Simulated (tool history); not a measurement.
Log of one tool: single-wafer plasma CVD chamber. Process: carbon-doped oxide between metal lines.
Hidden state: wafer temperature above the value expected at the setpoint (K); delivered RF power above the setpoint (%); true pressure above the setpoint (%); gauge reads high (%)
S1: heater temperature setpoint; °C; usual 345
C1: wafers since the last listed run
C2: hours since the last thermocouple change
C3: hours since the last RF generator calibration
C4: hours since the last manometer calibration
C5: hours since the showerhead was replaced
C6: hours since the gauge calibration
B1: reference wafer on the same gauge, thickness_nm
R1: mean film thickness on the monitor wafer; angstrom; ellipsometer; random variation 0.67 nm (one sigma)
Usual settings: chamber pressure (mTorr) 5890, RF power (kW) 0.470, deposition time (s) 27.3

Run 1, hour 0.0: usual settings; C1 0; C2 2203.1; C3 784.8; C4 1874.1; C5 4821.1; C6 371.9; B1 146.849. Result: R1 1286.64 angstrom.
Run 2, hour 17.8: usual settings; C1 575; C2 2220.9; C3 802.6; C4 1891.9; C5 4838.9; C6 389.7; B1 147.081. Result: R1 1281.43 angstrom.
Run 3, hour 33.2: usual settings; C1 497; C2 2236.3; C3 818.0; C4 1907.3; C5 4854.3; C6 405.1; B1 146.891. Result: R1 1289.06 angstrom.
Run 4, hour 41.4: usual settings but S1 354 °C; C1 264; C2 2244.5; C3 826.2; C4 1915.5; C5 4862.5; C6 413.3; B1 146.889. Result: R1 1250.12 angstrom.
At hour 54.2: RF generator calibrated.
Run 5, hour 54.7: usual settings; C1 171; C2 2257.8; C3 0.5; C4 1928.8; C5 4875.8; C6 426.6; B1 147.088. Result: R1 1289.84 angstrom.
Run 6, hour 55.6: usual settings but chamber pressure (mTorr) 5330, RF power (kW) 0.535; C1 29; C2 2258.7; C3 1.4; C4 1929.7; C5 4876.7; C6 427.5; B1 147.230. Result: R1 1396.16 angstrom.
Run 7, hour 68.6: usual settings but chamber pressure (mTorr) 5330, RF power (kW) 0.535; C1 420; C2 2271.7; C3 14.4; C4 1942.7; C5 4889.7; C6 440.5; B1 147.032. Result: R1 1383.58 angstrom.
Run 8, hour 76.4: usual settings; C1 252; C2 2279.5; C3 22.2; C4 1950.5; C5 4897.5; C6 448.3; B1 146.992. Result: R1 1278.06 angstrom.
Run 9, hour 92.9: usual settings; C1 533; C2 2296.0; C3 38.7; C4 1967.0; C5 4914.0; C6 464.8; B1 147.021. Result: R1 1290.01 angstrom.
Run 10, hour 108.9: usual settings; C1 516; C2 2312.0; C3 54.7; C4 1983.0; C5 4930.0; C6 480.8; B1 146.918. Result: R1 1297.82 angstrom.
Run 11, hour 121.7: usual settings; C1 413; C2 2324.8; C3 67.5; C4 1995.8; C5 4942.8; C6 493.6; B1 146.936. Result: R1 1286.14 angstrom.
At hour 125.7: gauge calibrated.
Run 12, hour 133.9: usual settings but chamber pressure (mTorr) 5330, RF power (kW) 0.535; C1 394; C2 2337.0; C3 79.7; C4 2008.0; C5 4955.0; C6 8.2; B1 147.131. Result: R1 1395.08 angstrom.
At hour 151.1: thermocouple changed; heater temperature recalibrated.
Run 13, hour 151.6: usual settings but S1 357 °C, chamber pressure (mTorr) 5400; C1 313; C2 0.5; C3 97.4; C4 2025.7; C5 4972.7; C6 25.9; B1 146.896. Result: R1 1228.24 angstrom.
At hour 161.0: showerhead replaced.
Run 14, hour 163.2: usual settings but S1 332 °C, RF power (kW) 0.550; C1 116; C2 12.1; C3 109.0; C4 2037.3; C5 2.2; C6 37.5; B1 146.966. Result: R1 1515.00 angstrom.
Run 15, hour 171.4: usual settings; C1 264; C2 20.3; C3 117.2; C4 2045.5; C5 10.4; C6 45.7; B1 146.949. Result: R1 1294.12 angstrom.
Run 16, hour 185.6: usual settings; C1 458; C2 34.5; C3 131.4; C4 2059.7; C5 24.6; C6 59.9; B1 146.909. Result: R1 1284.63 angstrom.
Run 17, hour 201.9: usual settings but S1 356 °C, chamber pressure (mTorr) 6290, RF power (kW) 0.540, deposition time (s) 29.0; C1 526; C2 50.8; C3 147.7; C4 2076.0; C5 40.9; C6 76.2; B1 147.068. Result: R1 1462.43 angstrom.
At hour 214.8: capacitance manometer re-zeroed and calibrated.
Run 18, hour 216.1: usual settings but chamber pressure (mTorr) 4700, RF power (kW) 0.520, deposition time (s) 31.7; C1 200; C2 65.0; C3 161.9; C4 1.3; C5 55.1; C6 90.4; B1 147.017. Result: R1 1556.99 angstrom.
Run 19, hour 223.0: usual settings; C1 222; C2 71.9; C3 168.8; C4 8.2; C5 62.0; C6 97.3; B1 147.053. Result: R1 1292.34 angstrom.
Run 20, hour 230.8: usual settings; C1 252; C2 79.7; C3 176.6; C4 16.0; C5 69.8; C6 105.1; B1 146.862. Result: R1 1291.68 angstrom.
Run 21, hour 241.9: usual settings but chamber pressure (mTorr) 6950, deposition time (s) 23.8; C1 358; C2 90.8; C3 187.7; C4 27.1; C5 80.9; C6 116.2; B1 146.823. Result: R1 1137.32 angstrom.
Run 22, hour 248.4: usual settings but S1 336 °C, chamber pressure (mTorr) 4630, RF power (kW) 0.495; C1 210; C2 97.3; C3 194.2; C4 33.6; C5 87.4; C6 122.7; B1 147.074. Result: R1 1336.04 angstrom.
Run 23, hour 258.2: usual settings but chamber pressure (mTorr) 4660, RF power (kW) 0.380, deposition time (s) 28.9; C1 316; C2 107.1; C3 204.0; C4 43.4; C5 97.2; C6 132.5; B1 146.931. Result: R1 1088.03 angstrom.
Run 24, hour 267.1: usual settings but chamber pressure (mTorr) 5370; C1 287; C2 116.0; C3 212.9; C4 52.3; C5 106.1; C6 141.4; B1 146.996. Result: R1 1268.20 angstrom.
Run 25, hour 298.7: usual settings but chamber pressure (mTorr) 4500, RF power (kW) 0.505, deposition time (s) 31.2; C1 1020; C2 147.6; C3 244.5; C4 83.9; C5 137.7; C6 173.0; B1 146.793. Result: R1 1509.19 angstrom.
Run 26, hour 307.6: usual settings but chamber pressure (mTorr) 4720; C1 287; C2 156.5; C3 253.4; C4 92.8; C5 146.6; C6 181.9; B1 147.075. Result: R1 1252.39 angstrom.
Run 27, hour 318.1: usual settings; C1 339; C2 167.0; C3 263.9; C4 103.3; C5 157.1; C6 192.4; B1 147.093. Result: R1 1269.95 angstrom.
Run 28, hour 330.6: usual settings but chamber pressure (mTorr) 7260, deposition time (s) 31.6; C1 403; C2 179.5; C3 276.4; C4 115.8; C5 169.6; C6 204.9; B1 146.885. Result: R1 1505.78 angstrom.

Forecast each of these 5 alternatives for the next run:
Run A, hour 331.0: usual settings; C1 12; C2 179.9; C3 276.8; C4 116.2; C5 170.0; C6 205.3; B1 ?. Result: R1 ?.
Run B, hour 331.0: usual settings but S1 333 °C, chamber pressure (mTorr) 6300; C1 12; C2 179.9; C3 276.8; C4 116.2; C5 170.0; C6 205.3; B1 ?. Result: R1 ?.
Run C, hour 331.0: usual settings but chamber pressure (mTorr) 6710, RF power (kW) 0.510, deposition time (s) 23.6; C1 12; C2 179.9; C3 276.8; C4 116.2; C5 170.0; C6 205.3; B1 ?. Result: R1 ?.
Run D, hour 331.0: usual settings but chamber pressure (mTorr) 6510; C1 12; C2 179.9; C3 276.8; C4 116.2; C5 170.0; C6 205.3; B1 ?. Result: R1 ?.
Run E, hour 331.0: usual settings but S1 336 °C; C1 12; C2 179.9; C3 276.8; C4 116.2; C5 170.0; C6 205.3; B1 ?. Result: R1 ?.

run       B1       R1
  A  147.196  1271.44
  B  147.196  1337.95
  C  147.196  1186.86
  D  147.196  1285.02
  E  147.196  1313.22
Without the tool's hidden state the same runs would have given:
run       R1
  A  1271.44
  B  1337.95
  C  1186.86
  D  1285.02
  E  1313.22
